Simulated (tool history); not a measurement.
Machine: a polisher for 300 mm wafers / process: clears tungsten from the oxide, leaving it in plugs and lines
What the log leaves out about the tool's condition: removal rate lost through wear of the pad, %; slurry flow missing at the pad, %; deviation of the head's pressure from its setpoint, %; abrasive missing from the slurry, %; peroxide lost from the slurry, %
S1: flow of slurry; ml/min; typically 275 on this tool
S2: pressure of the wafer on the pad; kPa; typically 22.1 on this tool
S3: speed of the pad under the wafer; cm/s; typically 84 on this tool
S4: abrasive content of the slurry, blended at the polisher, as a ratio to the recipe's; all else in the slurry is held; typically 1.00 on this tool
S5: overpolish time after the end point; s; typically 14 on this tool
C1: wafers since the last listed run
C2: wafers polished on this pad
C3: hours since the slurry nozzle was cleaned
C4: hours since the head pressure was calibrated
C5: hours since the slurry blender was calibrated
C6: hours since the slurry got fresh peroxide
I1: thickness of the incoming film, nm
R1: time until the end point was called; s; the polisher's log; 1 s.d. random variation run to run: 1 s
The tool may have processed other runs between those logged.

run,hour,S1,S2,S3,S4,S5,C1,C2,C3,C4,C5,C6,I1,R1
1,0.0,275,22.1,84,1.00,14,0,1692,44.7,871.0,451.1,24.3,395.3,97.8
# hour 5.3: worn pad replaced by a new one
# hour 15.2: slurry blender recalibrated
2,27.5,275,22.1,84,1.00,14,159,150,72.2,898.5,12.3,51.8,395.8,94.3
3,57.9,235,22.1,84,1.00,14,225,375,102.6,928.9,42.7,82.2,392.1,96.5
4,84.9,275,22.1,84,1.00,14,200,576,129.6,955.9,69.7,109.2,386.1,94.6
5,100.9,275,22.1,84,1.00,14,118,695,145.6,971.9,85.7,125.2,388.5,96.5
6,113.8,275,22.1,84,1.00,19,95,791,158.5,984.8,98.6,138.1,396.8,95.2
7,147.7,350,20.0,84,1.00,14,251,1042,192.4,1018.7,132.5,172.0,394.8,99.1
8,169.1,275,22.1,84,1.25,14,158,1201,213.8,1040.1,153.9,193.4,385.6,89.6
9,198.3,275,17.2,112,1.15,14,216,1418,243.0,1069.3,183.1,222.6,392.8,82.7
# hour 214.0: head pressure recalibrated
# hour 267.6: worn pad replaced by a new one
10,268.1,210,28.3,84,1.00,14,473,3,312.8,54.1,252.9,292.4,388.1,82.3
# hour 271.6: slurry tank refilled with fresh slurry and peroxide
11,296.5,275,22.1,84,1.00,14,203,207,341.2,82.5,281.3,24.9,387.1,95.4
12,319.4,275,22.1,84,1.00,14,170,377,364.1,105.4,304.2,47.8,391.0,99.5
13,345.8,275,22.1,84,1.00,14,196,573,390.5,131.8,330.6,74.2,391.7,98.9
14,358.4,275,22.1,84,1.00,14,93,666,403.1,144.4,343.2,86.8,390.8,98.2
15,391.9,275,22.1,84,1.20,14,248,915,436.6,177.9,376.7,120.3,391.1,92.3
# hour 438.8: slurry blender recalibrated
16,442.7,305,14.5,68,1.00,14,362,1278,487.4,228.7,3.9,171.1,398.3,158.4
# hour 495.8: slurry nozzle cleaned
17,496.3,275,22.1,112,1.15,14,390,1668,0.5,282.3,57.5,224.7,388.9,69.2
# hour 506.9: slurry tank refilled with fresh slurry and peroxide
# hour 542.1: worn pad replaced by a new one
18,578.3,315,22.1,84,1.00,11,571,269,82.5,364.3,139.5,71.4,390.9,95.3
19,606.8,355,22.1,84,1.20,14,211,480,111.0,392.8,168.0,99.9,387.0,88.9
20,635.1,275,22.1,84,1.00,14,210,691,139.3,421.1,196.3,128.2,397.4,98.5
21,658.4,205,29.0,84,0.80,20,173,864,162.6,444.4,219.6,151.5,391.8,85.8

Run 22 is up next; what results do you expect?
22,691.1,275,22.1,84,1.00,14,242,1106,195.3,477.1,252.3,184.2,382.3,?

{"run 22": {"R1": 93.9}}
If the tool had no hidden condition, the same run with the same run-to-run variation would have returned R1 88.7 s.

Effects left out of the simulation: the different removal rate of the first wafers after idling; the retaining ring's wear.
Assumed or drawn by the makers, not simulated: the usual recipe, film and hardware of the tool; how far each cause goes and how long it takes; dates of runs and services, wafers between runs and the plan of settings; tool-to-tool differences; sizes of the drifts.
